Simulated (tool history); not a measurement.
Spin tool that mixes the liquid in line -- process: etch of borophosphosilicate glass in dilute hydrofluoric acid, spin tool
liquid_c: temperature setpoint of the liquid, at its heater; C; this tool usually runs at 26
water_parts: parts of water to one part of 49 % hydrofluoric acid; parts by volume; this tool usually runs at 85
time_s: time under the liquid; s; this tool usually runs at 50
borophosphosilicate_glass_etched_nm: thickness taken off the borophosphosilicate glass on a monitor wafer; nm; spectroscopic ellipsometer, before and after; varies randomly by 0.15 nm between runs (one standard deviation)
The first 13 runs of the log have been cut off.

run	hour	liquid_c	water_parts	time_s	wafers since the last listed run	hours since the thermometer was replaced	hours since the hydrofluoric acid flow meter was replaced	hours since the gauge calibration	read-back film thickness of the borophosphosilicate glass reference wafer, read on the same gauge (nm)	borophosphosilicate_glass_etched_nm
14	149.5	26	60	50	69	2557.1	405.9	482.2	119.95	44.32
15	167.5	26	85	50	186	2575.1	423.9	500.2	120.03	30.57
16	182	30.5	100	50	150	2589.6	438.4	514.7	119.97	30.35
# hour 185.1: gauge calibrated
# hour 185.6: thermometer replaced
17	191.7	24.5	115	60	90	6.1	448.1	6.6	119.98	24.61
# hour 208.1: hydrofluoric acid flow meter replaced
18	209.3	26	85	50	172	23.7	1.2	24.2	120.04	28.69
19	217	26	85	50	79	31.4	8.9	31.9	120	29.03
20	228.5	22.5	85	50	119	42.9	20.4	43.4	120	25.04
21	243.5	24.5	55	35	155	57.9	35.4	58.4	119.99	30.91
22	257.2	24.5	95	30	142	71.6	49.1	72.1	120	14.38
23	274.3	26	85	50	177	88.7	66.2	89.2	119.95	28.92
24	287.9	26	85	70	141	102.3	79.8	102.8	119.96	40.89
25	294	26	100	75	63	108.4	85.9	108.9	120.02	36.47
26	302.5	26	85	50	88	116.9	94.4	117.4	119.99	29.06
27	311.2	26	85	50	90	125.6	103.1	126.1	120.02	29.24
28	325.1	28	85	20	144	139.5	117	140	120	12.64
29	335.3	23	95	50	105	149.7	127.2	150.2	119.98	23.13
30	341.9	29.5	55	50	68	156.3	133.8	156.8	119.98	53.72
31	352.6	26	85	60	110	167	144.5	167.5	119.99	35

Here are 5 independent what-if runs from the current tool condition. What would each one return?
A	353	26	115	50	4	167.4	144.9	167.9	?	?
B	353	26	65	50	4	167.4	144.9	167.9	?	?
C	353	28	50	30	4	167.4	144.9	167.9	?	?
D	353	29	50	75	4	167.4	144.9	167.9	?	?
E	353	31	115	30	4	167.4	144.9	167.9	?	?

run	read-back film thickness of the borophosphosilicate glass reference wafer, read on the same gauge (nm)	borophosphosilicate_glass_etched_nm
A	119.99	20.89
B	119.99	39.42
C	119.99	34.01
D	119.99	88.47
E	119.99	15.13
Stripped of hidden state, with their random variation kept, the same runs would have yielded:
run	borophosphosilicate_glass_etched_nm
A	20.5
B	38.73
C	33.42
D	86.93
E	14.84

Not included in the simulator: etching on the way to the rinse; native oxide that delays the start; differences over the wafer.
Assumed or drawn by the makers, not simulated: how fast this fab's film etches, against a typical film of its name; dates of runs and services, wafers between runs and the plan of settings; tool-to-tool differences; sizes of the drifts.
